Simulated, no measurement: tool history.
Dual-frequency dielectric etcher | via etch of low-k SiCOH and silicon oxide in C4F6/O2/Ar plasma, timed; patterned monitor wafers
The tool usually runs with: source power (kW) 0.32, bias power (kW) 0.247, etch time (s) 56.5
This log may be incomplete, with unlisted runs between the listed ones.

run     day  source power (kW)  bias power (kW)  etch time (s)  read-back reference wafer on the same gauge, depth_nm  mean etch depth across the wafer (angstrom)
  1       0               0.32            0.232           56.5                                                  138.4                                         1460
  2   2.904               0.34            0.247           56.5                                                  138.7                                         1549
  3   4.162               0.34            0.247           56.5                                                  138.6                                         1535
  4   6.271               0.28            0.247           56.5                                                  138.3                                         1436
  5   8.275               0.28            0.247           56.5                                                  138.5                                         1445
     10.158  -- wet clean of the chamber
  6  10.488               0.32            0.247           56.5                                                  138.5                                         1513
  7  12.217               0.32            0.247           56.5                                                  138.5                                         1513
  8  13.592               0.32            0.247           56.5                                                  138.8                                         1518
  9  15.804               0.38            0.247           56.5                                                  138.7                                         1594
     17.508  -- gauge calibrated
 10  18.625               0.38            0.247           56.5                                                  136.6                                         1578
 11  20.975               0.38            0.247           56.5                                                  136.6                                         1569
 12  27.417               0.32            0.247           56.5                                                  137.2                                         1499
 13  29.883               0.34            0.226             68                                                  137.1                                         1749
 14    31.1                0.3            0.295             71                                                  137.1                                         1996
 15  34.004               0.32            0.247           50.5                                                  137.5                                         1340
 16  35.529               0.32            0.247             40                                                  137.4                                         1066
 17  36.783               0.32            0.247           56.5                                                  137.4                                         1490
       38.2  -- wet clean of the chamber
 18  42.308               0.32            0.295           56.5                                                  138.1                                         1630
     48.371  -- upper electrode replaced
 19  48.392               0.35            0.295             67                                                  137.9                                         1995
 20  50.692               0.32            0.247           56.5                                                  138.1                                         1503
     51.646  -- bias power generator calibrated
     53.033  -- source power generator calibrated
 21  56.858               0.37            0.212           56.5                                                  138.2                                         1462
     59.471  -- wet clean of the chamber
 22  59.721               0.38            0.293           45.5                                                  138.3                                         1400
 23   61.05               0.32            0.247           71.5                                                  138.4                                         1899
 24  62.442               0.32            0.247             69                                                  138.4                                         1848
 25    64.1               0.29            0.247           66.5                                                  138.4                                         1714
 26  66.667               0.28            0.247           66.5                                                  138.6                                         1697
 27  69.096               0.32            0.247             72                                                  138.8                                         1912
 28  71.696               0.34            0.247           56.5                                                  138.7                                         1536
 29  72.804               0.32            0.247           44.5                                                  138.6                                         1188
 30  74.933               0.32            0.247           56.5                                                  138.8                                         1511

Here are 3 independent what-if runs from the current tool condition. What would each one return?
  A  74.95               0.32            0.247           56.5                                                      ?                                            ?
  B  74.95               0.24            0.203             52                                                      ?                                            ?
  C  74.95               0.24            0.199             69                                                      ?                                            ?

run  read-back reference wafer on the same gauge, depth_nm  mean etch depth across the wafer (angstrom)
  A                                                  138.8                                         1508
  B                                                  138.8                                         1144
  C                                                  138.8                                         1502
Take away the tool's hidden state, keep each run's random variation, and the runs would have read:
run  mean etch depth across the wafer (angstrom)
  A                                         1479
  B                                         1122
  C                                         1474

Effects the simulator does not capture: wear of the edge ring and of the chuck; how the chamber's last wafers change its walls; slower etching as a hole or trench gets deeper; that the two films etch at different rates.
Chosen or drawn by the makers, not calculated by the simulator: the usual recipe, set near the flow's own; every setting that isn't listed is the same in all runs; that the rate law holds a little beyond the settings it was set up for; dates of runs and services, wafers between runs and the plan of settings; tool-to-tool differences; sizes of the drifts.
